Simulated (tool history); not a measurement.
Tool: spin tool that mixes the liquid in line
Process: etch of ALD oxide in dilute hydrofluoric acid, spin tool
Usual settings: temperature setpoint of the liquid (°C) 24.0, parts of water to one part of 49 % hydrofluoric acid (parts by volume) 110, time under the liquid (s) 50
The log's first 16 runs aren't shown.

run,day,temperature setpoint of the liquid (°C),parts of water to one part of 49 % hydrofluoric acid (parts by volume),time under the liquid (s),wafers since the last listed run,hours since the thermometer was replaced,hours since the hydrofluoric acid flow meter was replaced,hours since the gauge calibration,"read-back film thickness of the ALD oxide reference wafer, read on the same gauge (nm)",thickness taken off the ALD oxide on a monitor wafer (Å)
17,76.454,24.0,95,50,404,697.3,1813.4,630.7,70.01,145.2
18,79.483,24.0,110,30,801,770.0,1886.1,703.4,69.97,74.1
19,83.892,28.5,145,50,1167,875.8,1991.9,809.2,69.97,106.0
20,86.921,21.5,80,60,801,948.5,2064.6,881.9,70.02,192.0
21,89.050,24.0,110,75,563,999.6,2115.7,933.0,70.01,185.6
22,91.142,26.5,110,80,553,1049.8,2165.9,983.2,70.00,217.4
23,92.754,24.0,75,75,426,1088.5,2204.6,1021.9,70.00,282.6
# day 92.867: hydrofluoric acid flow meter replaced
24,96.617,29.0,110,50,1011,1181.2,90.0,1114.6,70.03,151.3
25,98.433,28.0,155,50,480,1224.8,133.6,1158.2,69.95,97.9
26,100.758,25.5,65,75,615,1280.6,189.4,1214.0,70.02,358.6
27,102.721,24.0,110,50,519,1327.7,236.5,1261.1,69.97,125.8
# day 102.908: thermometer replaced
28,106.983,25.5,125,65,1117,97.8,338.8,1363.4,70.01,148.9
29,109.858,24.0,110,50,761,166.8,407.8,1432.4,69.98,125.8
30,114.354,24.0,110,50,1190,274.7,515.7,1540.3,70.02,124.5

The next listed run, before its measurement:
31,118.258,20.5,65,75,1033,368.4,609.4,1634.0,?,?

read-back film thickness of the ALD oxide reference wafer, read on the same gauge (nm): 70.01
thickness taken off the ALD oxide on a monitor wafer (Å): 290.5
Without the tool's hidden state the same run would have given thickness taken off the ALD oxide on a monitor wafer (Å) 293.0.
